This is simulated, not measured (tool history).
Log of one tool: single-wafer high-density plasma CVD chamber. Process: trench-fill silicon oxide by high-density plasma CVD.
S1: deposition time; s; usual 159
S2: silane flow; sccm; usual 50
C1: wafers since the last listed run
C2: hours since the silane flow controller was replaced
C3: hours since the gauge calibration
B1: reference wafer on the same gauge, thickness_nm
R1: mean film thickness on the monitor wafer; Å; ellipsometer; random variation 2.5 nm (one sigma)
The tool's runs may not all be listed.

run     day   S1  S2    C1      C2      C3       B1       R1
  1       0  159  48     0  3752.7   571.8  741.082  7163.13
  2   2.842  159  48   752  3820.9     640  740.642   7148.9
  3   5.092  159  50   596  3874.9     694  740.836  7392.44
  4   7.658  159  50   680  3936.5   755.6  741.385   7357.5
  5   8.675  159  50   269  3960.9     780   740.17   7378.5
  6   9.912  159  43   327  3990.6   809.7  740.407  6519.53
  7  11.192  159  50   338  4021.3   840.4  741.512  7335.72
  8  13.567  159  50   629  4078.3   897.4  741.107  7359.17
  9  16.221  159  50   703    4142   961.1   741.08     7351
 10  17.362  159  50   302  4169.4   988.5  741.359  7345.38
 11  18.579  167  57   322  4198.6  1017.7  740.616  8601.97
 12  20.246  159  54   441  4238.6  1057.7   741.09  7823.16
 13    22.4  167  50   570  4290.3  1109.4   740.83   7732.9
 14  23.425  144  58   271  4314.9    1134  740.607  7518.05
 15  25.392  172  54   521  4362.1  1181.2  741.193  8467.63
 16  26.996  159  60   425  4400.6  1219.7  740.366     8551
 17  28.429  159  46   379    4435  1254.1  741.004  6838.77
     29.625  -- silane flow controller replaced
 18  30.217  183  40   385    14.2    1297  741.414  7364.54
 19  31.988  136  44   469    56.7  1339.5  741.336  5966.27
     32.288  -- gauge calibrated
 20  37.658  145  59  1502   192.8   128.9  740.934  8074.22
 21  39.621  142  50   519   239.9     176  741.135  6880.95
 22  42.175  184  46   676   301.2   237.3  740.741  8274.71
 23  44.058  159  50   498   346.4   282.5  741.034  7643.66
 24  45.767  159  50   452   387.4   323.5    740.9  7702.63
 25  48.167  145  59   635     445   381.1   741.35  8074.24
 26  49.642  159  50   390   480.4   416.5  740.806  7670.04
 27  52.571  159  50   776   550.7   486.8  740.212  7665.25
 28  54.654  159  55   551   600.7   536.8  740.981  8271.77
 29  56.125  181  50   389     636   572.1  741.429  8702.15

5 ways to go on from here, each from the tool as it stands after run 29. What would each give?
  A  56.142  159  50   4  636.4  572.5   ?   ?
  B  56.142  128  44   4  636.4  572.5   ?   ?
  C  56.142  143  50   4  636.4  572.5   ?   ?
  D  56.142  128  60   4  636.4  572.5   ?   ?
  E  56.142  188  46   4  636.4  572.5   ?   ?

run       B1       R1
  A  740.754  7655.49
  B  740.754  5547.89
  C  740.754  6885.12
  D  740.754  7187.93
  E  740.754  8449.57
Without the tool's hidden state the same runs would have given:
run       R1
  A  7760.21
  B  5623.78
  C   6979.3
  D  7286.25
  E  8565.15
